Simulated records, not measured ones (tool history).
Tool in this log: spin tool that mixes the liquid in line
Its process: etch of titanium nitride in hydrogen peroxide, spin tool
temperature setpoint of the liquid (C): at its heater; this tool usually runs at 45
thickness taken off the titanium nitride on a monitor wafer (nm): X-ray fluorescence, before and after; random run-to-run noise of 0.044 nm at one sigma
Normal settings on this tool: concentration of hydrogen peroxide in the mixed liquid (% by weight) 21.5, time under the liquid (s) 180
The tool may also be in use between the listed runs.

run,day,temperature setpoint of the liquid (C),concentration of hydrogen peroxide in the mixed liquid (% by weight),time under the liquid (s),"read-back film thickness of the titanium nitride reference wafer, read on the same gauge (nm)",thickness taken off the titanium nitride on a monitor wafer (nm)
1,0,45,21.5,130,150,5.47
2,4.779,45,17,180,149.98,7.39
3,8.475,45,21.5,180,150.03,7.65
4,10.004,45,21.5,180,150.01,7.67
# day 12.9: peroxide flow meter replaced
5,13.271,45,21.5,180,150,7.53
6,17.55,45,15.5,115,149.98,4.42
7,20.1,45,17.5,180,149.99,7.21
# day 21.883: heated supply line repaired
8,22.875,45,21.5,180,150.01,7.42
# day 23.683: new drum of peroxide connected
9,25.354,39.5,16,180,150.04,4.67
# day 26.75: thermometer replaced
10,26.862,45,21.5,140,150.01,5.82
11,30.788,48.5,15.5,180,149.98,9.08
12,34.096,45,17.5,235,149.99,9.47
13,36.15,41,27,140,150.02,4.53
14,38.588,36.5,21.5,120,149.98,2.62
15,42.125,36.5,15,250,150.01,5.09
16,44.188,38,24.5,125,149.98,3.16
17,47.367,49,21.5,225,149.99,12.75
18,50.688,36.5,21.5,265,150.01,5.86
# day 51.967: new drum of peroxide connected
19,53.025,36.5,15,250,149.99,5.12
# day 53.754: thermometer replaced
20,55.983,45,23.5,265,149.99,11.42
21,58.396,45,21.5,180,149.99,7.55
22,59.979,51.5,21.5,180,149.98,12.18

For run 23, what comes out?
# day 60.812: heated supply line repaired
23,63.592,40,21.5,180,?,?

read-back film thickness of the titanium nitride reference wafer, read on the same gauge (nm): 150
thickness taken off the titanium nitride on a monitor wafer (nm): 5.18
The same run, on a tool lacking any hidden state, would have yielded thickness taken off the titanium nitride on a monitor wafer (nm) 5.1.
